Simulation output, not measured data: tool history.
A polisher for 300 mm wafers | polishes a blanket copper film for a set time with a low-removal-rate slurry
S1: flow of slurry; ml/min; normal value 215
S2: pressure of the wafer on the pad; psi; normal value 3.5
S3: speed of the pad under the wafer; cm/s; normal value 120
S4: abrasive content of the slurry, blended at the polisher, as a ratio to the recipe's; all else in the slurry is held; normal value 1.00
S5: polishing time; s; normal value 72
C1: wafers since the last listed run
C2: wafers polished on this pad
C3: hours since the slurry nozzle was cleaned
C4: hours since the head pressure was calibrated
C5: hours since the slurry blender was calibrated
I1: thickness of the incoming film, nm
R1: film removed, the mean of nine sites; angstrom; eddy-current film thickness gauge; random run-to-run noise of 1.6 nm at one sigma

run	day	S1	S2	S3	S4	S5	C1	C2	C3	C4	C5	I1	R1
1	0.000	215	3.5	120	1.00	72	0	696	4.4	946.4	198.6	1229.7	2570
# day 0.725: slurry blender recalibrated
2	0.746	215	3.5	120	1.00	72	168	865	22.3	964.3	0.5	1225.4	2569
3	1.400	215	3.0	132	1.00	72	166	1032	38.0	980.0	16.2	1241.5	2451
# day 1.867: worn pad replaced by a new one
4	1.888	215	3.0	132	1.00	72	81	4	49.7	991.7	27.9	1202.8	2460
5	2.479	215	3.5	120	1.00	72	150	155	63.9	1005.9	42.1	1205.1	2565
6	3.050	215	3.5	80	0.80	72	145	300	77.6	1019.6	55.8	1220.9	1645
7	3.567	195	3.5	120	1.00	72	131	432	90.0	1032.0	68.2	1206.8	2553
8	3.992	215	3.5	120	1.00	72	108	540	100.2	1042.2	78.4	1212.3	2601
9	4.675	255	3.5	136	1.00	63	173	714	116.6	1058.6	94.8	1210.1	2596
10	5.325	215	4.3	120	1.00	72	165	879	132.2	1074.2	110.4	1232.9	3148
11	5.942	215	3.5	120	1.00	72	156	1036	147.0	1089.0	125.2	1238.1	2551
12	6.425	215	3.5	120	1.10	89	123	1159	158.6	1100.6	136.8	1221.0	3220
13	6.733	215	3.5	120	1.25	72	78	1238	166.0	1108.0	144.2	1204.8	2688
# day 7.004: worn pad replaced by a new one
14	7.408	165	3.8	154	1.20	72	129	102	182.2	1124.2	160.4	1239.2	3580
15	8.096	215	3.5	120	1.00	72	175	277	198.7	1140.7	176.9	1238.0	2595
# day 8.192: slurry nozzle cleaned
# day 8.675: head pressure recalibrated
16	8.733	245	3.5	86	0.80	72	130	408	13.0	1.4	192.2	1217.9	1792
17	8.988	215	3.5	120	1.00	72	64	473	19.1	7.5	198.3	1232.6	2600
18	9.562	215	3.5	120	1.00	72	146	619	32.9	21.3	212.1	1232.8	2573
# day 10.121: slurry blender recalibrated
19	10.300	175	3.5	102	1.10	72	166	786	50.6	39.0	4.3	1216.1	2158
20	10.592	145	4.6	138	1.00	94	74	860	57.6	46.0	11.3	1206.2	4798
21	10.925	145	3.5	120	1.15	72	84	945	65.6	54.0	19.3	1198.7	2550
22	11.250	215	4.1	120	1.00	72	82	1027	73.4	61.8	27.1	1228.3	3008
# day 12.371: worn pad replaced by a new one
23	12.392	155	2.5	120	0.75	58	248	5	100.8	89.2	54.5	1208.8	1397
24	12.667	215	2.3	120	1.00	72	70	75	107.4	95.8	61.1	1244.3	1744
25	13.025	215	3.5	120	1.00	72	91	166	116.0	104.4	69.7	1223.9	2561
26	13.425	215	3.5	120	1.00	72	101	268	125.6	114.0	79.3	1211.1	2562
27	13.862	215	4.3	120	1.00	55	111	379	136.1	124.5	89.8	1211.1	2375
28	14.262	215	3.5	120	1.00	72	101	481	145.7	134.1	99.4	1202.1	2557
29	14.754	215	3.5	120	1.00	92	125	606	157.5	145.9	111.2	1232.9	3293

State the hidden condition of the tool at each of the runs:
removal rate lost through wear of the pad, %: 0 in every run
slurry flow missing at the pad, %: 0 in every run
deviation of the head's pressure from its setpoint, %: 0 in every run
abrasive missing from the slurry, %: 0 in every run

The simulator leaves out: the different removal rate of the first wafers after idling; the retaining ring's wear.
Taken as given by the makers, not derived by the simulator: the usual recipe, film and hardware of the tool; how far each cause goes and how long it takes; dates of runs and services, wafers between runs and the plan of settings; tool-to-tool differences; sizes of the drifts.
